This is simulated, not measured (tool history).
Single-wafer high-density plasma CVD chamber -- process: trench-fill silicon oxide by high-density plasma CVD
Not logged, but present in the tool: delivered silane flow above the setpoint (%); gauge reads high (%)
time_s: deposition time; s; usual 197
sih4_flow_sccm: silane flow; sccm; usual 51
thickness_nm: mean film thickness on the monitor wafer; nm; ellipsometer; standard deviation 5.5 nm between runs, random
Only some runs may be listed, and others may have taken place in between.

| run | hour | time_s | sih4_flow_sccm | wafers since the last listed run | hours since the silane flow controller was replaced | hours since the gauge calibration | read-back reference wafer on the same gauge, thickness_nm | thickness_nm |
|---|---|---|---|---|---|---|---|---|
| 1 | 0.0 | 197 | 51 | 0 | 4269.8 | 279.7 | 900.928 | 1043.955 |
| 2 | 17.9 | 214 | 51 | 185 | 4287.7 | 297.6 | 898.716 | 1128.216 |
| 3 | 34.3 | 210 | 51 | 169 | 4304.1 | 314.0 | 899.765 | 1103.602 |
| 4 | 46.9 | 197 | 46 | 130 | 4316.7 | 326.6 | 900.998 | 959.784 |
| 5 | 138.1 | 197 | 51 | 943 | 4407.9 | 417.8 | 901.790 | 1034.646 |
| 6 | 163.7 | 180 | 44 | 264 | 4433.5 | 443.4 | 900.858 | 855.041 |
| 7 | 176.2 | 180 | 44 | 129 | 4446.0 | 455.9 | 899.803 | 854.371 |
| 8 | 190.6 | 207 | 56 | 148 | 4460.4 | 470.3 | 898.576 | 1174.265 |
| 9 | 207.5 | 206 | 57 | 174 | 4477.3 | 487.2 | 900.655 | 1184.461 |
|  | 230.8 | gauge calibrated |
| 10 | 238.1 | 206 | 57 | 316 | 4507.9 | 7.3 | 900.109 | 1178.618 |
| 11 | 255.5 | 197 | 51 | 179 | 4525.3 | 24.7 | 899.375 | 1037.745 |
| 12 | 273.8 | 197 | 51 | 189 | 4543.6 | 43.0 | 900.797 | 1037.197 |
| 13 | 309.5 | 197 | 51 | 369 | 4579.3 | 78.7 | 899.648 | 1031.357 |
| 14 | 390.5 | 159 | 61 | 837 | 4660.3 | 159.7 | 900.222 | 961.687 |
| 15 | 425.9 | 175 | 48 | 366 | 4695.7 | 195.1 | 900.491 | 881.388 |
| 16 | 445.6 | 159 | 59 | 203 | 4715.4 | 214.8 | 898.728 | 933.849 |
| 17 | 480.0 | 167 | 58 | 355 | 4749.8 | 249.2 | 899.777 | 976.092 |
| 18 | 502.1 | 167 | 58 | 228 | 4771.9 | 271.3 | 899.227 | 973.823 |
|  | 523.3 | silane flow controller replaced |
| 19 | 523.8 | 175 | 44 | 141 | 0.5 | 293.0 | 901.184 | 827.987 |
| 20 | 539.0 | 235 | 51 | 157 | 15.7 | 308.2 | 900.087 | 1239.477 |
| 21 | 569.5 | 232 | 56 | 315 | 46.2 | 338.7 | 899.520 | 1323.014 |
| 22 | 599.5 | 197 | 51 | 310 | 76.2 | 368.7 | 899.727 | 1044.756 |
| 23 | 612.0 | 197 | 51 | 129 | 88.7 | 381.2 | 899.927 | 1028.842 |
| 24 | 627.5 | 185 | 57 | 160 | 104.2 | 396.7 | 898.990 | 1068.128 |
| 25 | 658.1 | 178 | 43 | 316 | 134.8 | 427.3 | 900.802 | 831.782 |
| 26 | 691.2 | 197 | 51 | 342 | 167.9 | 460.4 | 899.173 | 1037.111 |

Exercise: give the hidden state of the tool at every run:
delivered silane flow above the setpoint (%): 0 across all the runs
gauge reads high (%): 0 across all the runs

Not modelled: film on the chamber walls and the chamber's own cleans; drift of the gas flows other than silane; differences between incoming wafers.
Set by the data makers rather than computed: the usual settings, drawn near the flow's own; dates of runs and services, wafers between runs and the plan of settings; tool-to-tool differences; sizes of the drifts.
